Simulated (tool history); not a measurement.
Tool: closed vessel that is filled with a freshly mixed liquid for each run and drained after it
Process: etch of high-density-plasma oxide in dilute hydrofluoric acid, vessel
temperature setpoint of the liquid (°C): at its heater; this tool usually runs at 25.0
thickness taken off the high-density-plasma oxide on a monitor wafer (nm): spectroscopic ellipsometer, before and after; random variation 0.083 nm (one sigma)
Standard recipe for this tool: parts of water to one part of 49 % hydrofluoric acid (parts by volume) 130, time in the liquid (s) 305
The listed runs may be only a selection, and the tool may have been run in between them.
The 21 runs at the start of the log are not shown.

run	hour	temperature setpoint of the liquid (°C)	parts of water to one part of 49 % hydrofluoric acid (parts by volume)	time in the liquid (s)	wafers since the last listed run	hours since the thermometer was replaced	hours since the hydrofluoric acid flow meter was replaced	hours since the gauge calibration	read-back film thickness of the high-density-plasma oxide reference wafer, read on the same gauge (nm)	thickness taken off the high-density-plasma oxide on a monitor wafer (nm)
22	536.6	25.0	150	305	2293	260.6	204.2	441.7	70.01	12.87
23	550.5	25.0	130	305	1643	274.5	218.1	455.6	70.00	15.42
# hour 563.9: gauge calibrated
24	584.1	25.0	185	455	3972	308.1	251.7	20.2	70.02	15.22
25	614.3	20.0	130	305	3570	338.3	281.9	50.4	70.02	12.62
26	635.3	23.0	170	405	2482	359.3	302.9	71.4	69.99	13.87
27	655.8	29.0	155	180	2423	379.8	323.4	91.9	70.04	8.61
28	673.0	25.0	195	305	2033	397.0	340.6	109.1	70.00	9.54
29	687.4	25.0	95	305	1702	411.4	355.0	123.5	70.00	21.99
30	712.6	25.0	130	385	2979	436.6	380.2	148.7	70.05	19.65
31	741.7	25.0	195	480	3440	465.7	409.3	177.8	70.00	15.01
32	775.0	21.0	175	215	3937	499.0	442.6	211.1	70.03	6.61
33	803.2	25.0	130	305	3334	527.2	470.8	239.3	69.98	15.69

Below are 3 alternative next runs, each starting from the tool's condition after run 33. Predict each:
A	803.9	23.5	130	305	82	527.9	471.5	240.0	?	?
B	803.9	29.5	130	305	82	527.9	471.5	240.0	?	?
C	803.9	25.0	130	140	82	527.9	471.5	240.0	?	?

run	read-back film thickness of the high-density-plasma oxide reference wafer, read on the same gauge (nm)	thickness taken off the high-density-plasma oxide on a monitor wafer (nm)
A	69.99	14.71
B	69.99	18.47
C	69.99	7.16
Had the tool no hidden state, the same runs would have come out as:
run	thickness taken off the high-density-plasma oxide on a monitor wafer (nm)
A	14.30
B	17.94
C	6.95

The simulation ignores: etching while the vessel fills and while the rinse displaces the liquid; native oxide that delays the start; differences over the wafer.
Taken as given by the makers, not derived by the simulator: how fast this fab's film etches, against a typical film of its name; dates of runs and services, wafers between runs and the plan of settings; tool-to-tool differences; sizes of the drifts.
